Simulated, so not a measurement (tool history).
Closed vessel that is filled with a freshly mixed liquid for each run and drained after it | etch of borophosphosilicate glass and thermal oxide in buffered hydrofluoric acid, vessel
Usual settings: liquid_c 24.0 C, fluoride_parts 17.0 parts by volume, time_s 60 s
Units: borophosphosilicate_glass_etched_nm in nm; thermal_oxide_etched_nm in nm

run    hour  liquid_c  fluoride_parts  time_s  wafers since the last listed run  hours since the thermometer was replaced  hours since the hydrofluoric acid flow meter was replaced  hours since the gauge calibration  read-back film thickness of the borophosphosilicate glass reference wafer, read on the same gauge (nm)  read-back film thickness of the thermal oxide reference wafer, read on the same gauge (nm)  borophosphosilicate_glass_etched_nm  thermal_oxide_etched_nm
  1     0.0      24.0            17.0      60                                 0                                    2002.3                                                      965.8                             2325.8                                                                                                  109.98                                                                                      130.01                                51.06                    39.86
  2    45.9      24.0            17.0      60                              6242                                    2048.2                                                     1011.7                             2371.7                                                                                                  110.00                                                                                      130.01                                51.11                    38.68
  3    83.7      24.0            17.0      60                              5140                                    2086.0                                                     1049.5                             2409.5                                                                                                  109.99                                                                                      130.02                                51.44                    39.58
  4   135.7      24.0            17.0      60                              7071                                    2138.0                                                     1101.5                             2461.5                                                                                                  110.00                                                                                      130.00                                50.95                    39.60
  5   206.8      24.0            17.0      60                              9669                                    2209.1                                                     1172.6                             2532.6                                                                                                  109.99                                                                                      130.02                                51.31                    39.16
  6   270.7      24.0            17.0      60                              8690                                    2273.0                                                     1236.5                             2596.5                                                                                                  110.01                                                                                      130.02                                51.20                    39.59
  7   359.6      24.0            17.0      60                             12089                                    2361.9                                                     1325.4                             2685.4                                                                                                  110.00                                                                                      129.99                                51.45                    39.38
  8   436.2      20.0            17.0      60                             10417                                    2438.5                                                     1402.0                             2762.0                                                                                                  109.98                                                                                      129.99                                41.18                    31.91
  9   492.5      20.0            17.0      60                              7656                                    2494.8                                                     1458.3                             2818.3                                                                                                  109.99                                                                                      130.00                                41.22                    31.80
      508.8  -- gauge calibrated
 10   549.2      24.0            17.0      60                              7710                                    2551.5                                                     1515.0                               40.4                                                                                                  110.02                                                                                      129.99                                51.20                    40.13
 11   627.1      26.5            17.0      60                             10593                                    2629.4                                                     1592.9                              118.3                                                                                                  110.00                                                                                      130.00                                58.55                    45.40
 12   683.7      20.5            12.5      85                              7697                                    2686.0                                                     1649.5                              174.9                                                                                                  110.00                                                                                      130.00                                81.98                    62.42
 13   790.9      24.0            21.0      60                             14578                                    2793.2                                                     1756.7                              282.1                                                                                                  109.99                                                                                      129.99                                42.41                    32.21
      937.3  -- thermometer replaced
 14   964.5      24.0            17.0      60                             23472                                      27.2                                                     1930.3                              455.7                                                                                                  110.00                                                                                      130.02                                49.95                    38.49
 15  1042.9      24.0            17.0      60                             10661                                     105.6                                                     2008.7                              534.1                                                                                                  110.00                                                                                      130.00                                50.23                    39.03
 16  1118.9      20.5            23.0      40                             10335                                     181.6                                                     2084.7                              610.1                                                                                                  109.98                                                                                      130.01                                21.33                    16.43
 17  1180.5      24.0            19.5      45                              8377                                     243.2                                                     2146.3                              671.7                                                                                                  109.99                                                                                      130.00                                32.95                    25.72
 18  1234.1      24.0            17.0      60                              7289                                     296.8                                                     2199.9                              725.3                                                                                                  110.03                                                                                      130.01                                50.09                    38.51
 19  1285.9      28.0            20.0      95                              7044                                     348.6                                                     2251.7                              777.1                                                                                                  110.00                                                                                      130.00                                83.65                    64.53
 20  1344.5      24.0            20.0      60                              7969                                     407.2                                                     2310.3                              835.7                                                                                                  110.00                                                                                      130.03                                42.63                    32.69
     1349.4  -- hydrofluoric acid flow meter replaced
 21  1619.5      24.0            19.0      35                             37262                                     682.2                                                      270.1                             1110.7                                                                                                  109.99                                                                                      130.00                                26.33                    20.38
 22  1688.0      20.0            15.0      60                              9315                                     750.7                                                      338.6                             1179.2                                                                                                  110.01                                                                                      130.01                                45.86                    35.48
 23  1765.0      28.0            17.0      70                             10471                                     827.7                                                      415.6                             1256.2                                                                                                  109.99                                                                                      130.00                                72.97                    56.93
 24  1828.3      26.5            11.0      60                              8608                                     891.0                                                      478.9                             1319.5                                                                                                  110.00                                                                                      130.00                                88.59                    69.01

5 ways to go on from here, each from the tool as it stands after run 24. What would each give?
  A  1829.0      24.0            17.0      60                                95                                     891.7                                                      479.6                             1320.2                                                                                                       ?                                                                                           ?                                    ?                        ?
  B  1829.0      26.0            11.5      60                                95                                     891.7                                                      479.6                             1320.2                                                                                                       ?                                                                                           ?                                    ?                        ?
  C  1829.0      22.0            24.0      60                                95                                     891.7                                                      479.6                             1320.2                                                                                                       ?                                                                                           ?                                    ?                        ?
  D  1829.0      25.5            17.0      40                                95                                     891.7                                                      479.6                             1320.2                                                                                                       ?                                                                                           ?                                    ?                        ?
  E  1829.0      26.5            14.0      60                                95                                     891.7                                                      479.6                             1320.2                                                                                                       ?                                                                                           ?                                    ?                        ?

run  read-back film thickness of the borophosphosilicate glass reference wafer, read on the same gauge (nm)  read-back film thickness of the thermal oxide reference wafer, read on the same gauge (nm)  borophosphosilicate_glass_etched_nm  thermal_oxide_etched_nm
  A                                                                                                  109.99                                                                                      130.00                                50.52                    39.33
  B                                                                                                  109.99                                                                                      130.00                                82.66                    64.30
  C                                                                                                  109.99                                                                                      130.00                                34.00                    26.47
  D                                                                                                  109.99                                                                                      130.00                                36.51                    28.44
  E                                                                                                  109.99                                                                                      130.00                                69.96                    54.49
Without the tool's hidden state the same runs would have given:
run  borophosphosilicate_glass_etched_nm  thermal_oxide_etched_nm
  A                                50.11                    39.00
  B                                82.00                    63.78
  C                                33.72                    26.25
  D                                36.22                    28.21
  E                                69.40                    54.05
